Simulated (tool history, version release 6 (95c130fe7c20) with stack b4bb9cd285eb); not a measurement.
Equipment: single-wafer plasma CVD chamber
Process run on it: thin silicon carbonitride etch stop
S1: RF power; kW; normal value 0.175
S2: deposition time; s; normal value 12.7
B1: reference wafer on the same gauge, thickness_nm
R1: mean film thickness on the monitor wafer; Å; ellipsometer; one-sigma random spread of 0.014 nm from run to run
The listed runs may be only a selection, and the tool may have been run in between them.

run   hour     S1    S2     B1     R1
  1    0.0  0.165  12.7  6.690  66.52
  2   13.0  0.175  12.7  6.689  67.72
  3   29.9  0.175  12.7  6.693  67.63
  4   44.5  0.175  12.7  6.691  67.73
      48.8  -- gauge calibrated
  5   51.7  0.175  12.2  6.689  65.04
  6   69.1  0.175  12.2  6.692  65.06
  7   80.4  0.175  12.2  6.687  65.09
      96.3  -- showerhead replaced
      97.9  -- RF generator calibrated
  8  124.6  0.175  14.3  6.688  74.91
  9  139.7  0.175  14.3  6.692  74.66
 10  148.5  0.175  11.1  6.690  57.91
 11  159.8  0.175  11.1  6.693  58.06
 12  171.4  0.175  11.1  6.693  58.29
 13  182.1  0.175  12.7  6.691  66.47
 14  194.3  0.175  12.7  6.687  66.70
 15  205.2  0.175  15.1  6.690  78.99
     218.4  -- RF generator calibrated, repeated, since the last time left the tool worse
 16  218.9  0.190  10.6  6.692  59.44
 17  219.4  0.175  10.7  6.693  58.30
 18  226.1  0.175  12.7  6.692  69.07
     238.4  -- thermocouple changed; heater temperature recalibrated
 19  238.9  0.165  10.4  6.687  55.53
 20  248.5  0.160  14.9  6.691  78.57
 21  261.9  0.150  11.3  6.688  58.08
 22  273.2  0.205  10.8  6.690  62.05
 23  291.0  0.175  12.0  6.690  65.25
 24  303.8  0.190  12.7  6.688  71.10
 25  318.1  0.195  12.7  6.690  71.76
 26  332.2  0.145  14.5  6.694  73.57
 27  345.4  0.175  12.7  6.690  68.88
 28  354.7  0.145  14.9  6.690  75.63
 29  363.5  0.160  10.3  6.691  54.13
 30  374.3  0.205  14.6  6.692  83.90
 31  385.2  0.205  10.2  6.690  58.35
 32  393.4  0.175  10.6  6.690  57.42
 33  402.3  0.175  12.7  6.686  68.96
 34  409.0  0.205  14.4  6.690  82.32
 35  421.5  0.205  15.2  6.691  87.00
 36  436.0  0.145  11.8  6.691  59.79

What if the next run were any one of these 3? Each begins from the tool's condition after run 36:
  A  436.4  0.205  12.7   ?   ?
  B  436.4  0.150  14.2   ?   ?
  C  436.4  0.145  12.7   ?   ?

run     B1     R1
  A  6.692  72.73
  B  6.692  72.88
  C  6.692  64.39
With the hidden condition removed and each run's random variation left untouched, the same runs would have given:
run     R1
  A  73.01
  B  73.17
  C  64.64
